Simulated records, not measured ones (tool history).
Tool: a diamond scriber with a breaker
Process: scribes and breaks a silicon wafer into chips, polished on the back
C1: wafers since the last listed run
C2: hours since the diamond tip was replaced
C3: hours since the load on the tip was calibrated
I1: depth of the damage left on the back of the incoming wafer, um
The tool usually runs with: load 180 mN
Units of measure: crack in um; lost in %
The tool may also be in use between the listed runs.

Run 1, hour 0: usual settings but load 203 mN; C1 0; C2 148.4; C3 933.6; I1 0.03. Result: crack 9.48 um, lost 1.33 %.
Run 2, hour 37.6: usual settings; C1 144; C2 186; C3 971.2; I1 0.02. Result: crack 8.42 um, lost 1.48 %.
Run 3, hour 88.2: usual settings; C1 194; C2 236.6; C3 1021.8; I1 0.03. Result: crack 8.66 um, lost 1.37 %.
Run 4, hour 131.7: usual settings but load 163 mN; C1 167; C2 280.1; C3 1065.3; I1 0.04. Result: crack 7.76 um, lost 3.15 %.
Run 5, hour 161.4: usual settings but load 200 mN; C1 114; C2 309.8; C3 1095; I1 0.04. Result: crack 8.43 um, lost 1.36 %.
Run 6, hour 196.4: usual settings; C1 134; C2 344.8; C3 1130; I1 0.03. Result: crack 8.02 um, lost 2.25 %.
Run 7, hour 228.7: usual settings; C1 124; C2 377.1; C3 1162.3; I1 0.02. Result: crack 7.88 um, lost 2.82 %.
Run 8, hour 295.6: usual settings; C1 257; C2 444; C3 1229.2; I1 0.01. Result: crack 7.7 um, lost 3.61 %.
At hour 348.4: diamond tip replaced by a new one.
Run 9, hour 350.4: usual settings; C1 203; C2 2; C3 1284; I1 0.04. Result: crack 8.82 um, lost 1.35 %.
Run 10, hour 395.4: usual settings; C1 173; C2 47; C3 1329; I1 0.04. Result: crack 8.76 um, lost 1.37 %.
Run 11, hour 431.4: usual settings; C1 138; C2 83; C3 1365; I1 0.04. Result: crack 8.52 um, lost 1.19 %.
Run 12, hour 493.4: usual settings; C1 238; C2 145; C3 1427; I1 0.02. Result: crack 8.54 um, lost 1.42 %.
Run 13, hour 551.6: usual settings; C1 224; C2 203.2; C3 1485.2; I1 0.04. Result: crack 8.49 um, lost 1.53 %.
Run 14, hour 617.3: usual settings; C1 253; C2 268.9; C3 1550.9; I1 0.05. Result: crack 8.53 um, lost 1.61 %.
Run 15, hour 647.9: usual settings; C1 117; C2 299.5; C3 1581.5; I1 0.01. Result: crack 8.48 um, lost 1.73 %.
Run 16, hour 863.8: usual settings; C1 831; C2 515.4; C3 1797.4; I1 0.04. Result: crack 7.18 um, lost 5.17 %.
At hour 874.4: diamond tip replaced by a new one.
Run 17, hour 920.9: usual settings; C1 212; C2 46.5; C3 1854.5; I1 0.03. Result: crack 8.88 um, lost 1.37 %.
Run 18, hour 961.4: usual settings but load 138 mN; C1 155; C2 87; C3 1895; I1 0.04. Result: crack 7.59 um, lost 4.36 %.
At hour 976.6: load on the tip recalibrated.
Run 19, hour 1032.4: usual settings but load 221 mN; C1 265; C2 158; C3 55.8; I1 0.01. Result: crack 9.47 um, lost 2.52 %.
Run 20, hour 1070.1: usual settings but load 228 mN; C1 145; C2 195.7; C3 93.5; I1 0.01. Result: crack 10.12 um, lost 2.8 %.
Run 21, hour 1096.3: usual settings but load 160 mN; C1 100; C2 221.9; C3 119.7; I1 0.05. Result: crack 8.16 um, lost 2.65 %.
Run 22, hour 1163.4: usual settings; C1 258; C2 289; C3 186.8; I1 0.03. Result: crack 8.35 um, lost 1.6 %.
Run 23, hour 1283.2: usual settings; C1 461; C2 408.8; C3 306.6; I1 0.03. Result: crack 7.64 um, lost 2.45 %.
Run 24, hour 1330.7: usual settings but load 231 mN; C1 182; C2 456.3; C3 354.1; I1 0.05. Result: crack 9.08 um, lost 1.45 %.
Run 25, hour 1374.2: usual settings but load 208 mN; C1 167; C2 499.8; C3 397.6; I1 0.01. Result: crack 8.05 um, lost 2.17 %.
At hour 1398.9: diamond tip replaced by a new one.
Run 26, hour 1438.6: usual settings but load 128 mN; C1 240; C2 39.7; C3 462; I1 0.04. Result: crack 7.12 um, lost 6.42 %.
Run 27, hour 1491.2: usual settings; C1 202; C2 92.3; C3 514.6; I1 0.03. Result: crack 8.57 um, lost 1.33 %.
Run 28, hour 1546.1: usual settings but load 197 mN; C1 211; C2 147.2; C3 569.5; I1 0.02. Result: crack 8.99 um, lost 1.44 %.
Run 29, hour 1614.9: usual settings but load 233 mN; C1 265; C2 216; C3 638.3; I1 0.04. Result: crack 10.19 um, lost 2.48 %.
Run 30, hour 1682.8: usual settings; C1 261; C2 283.9; C3 706.2; I1 0.03. Result: crack 8.22 um, lost 1.54 %.

Run 31 comes next. What will it give?
Run 31, hour 1709.3: usual settings but load 194 mN; C1 102; C2 310.4; C3 732.7; I1 0.01. Result: crack ?, lost ?.

{"run 31": {"crack": 8.72, "lost": 1.24}}
Minus the tool's unlogged condition, the same run would have read crack 9.45 um, lost 1.34 %.

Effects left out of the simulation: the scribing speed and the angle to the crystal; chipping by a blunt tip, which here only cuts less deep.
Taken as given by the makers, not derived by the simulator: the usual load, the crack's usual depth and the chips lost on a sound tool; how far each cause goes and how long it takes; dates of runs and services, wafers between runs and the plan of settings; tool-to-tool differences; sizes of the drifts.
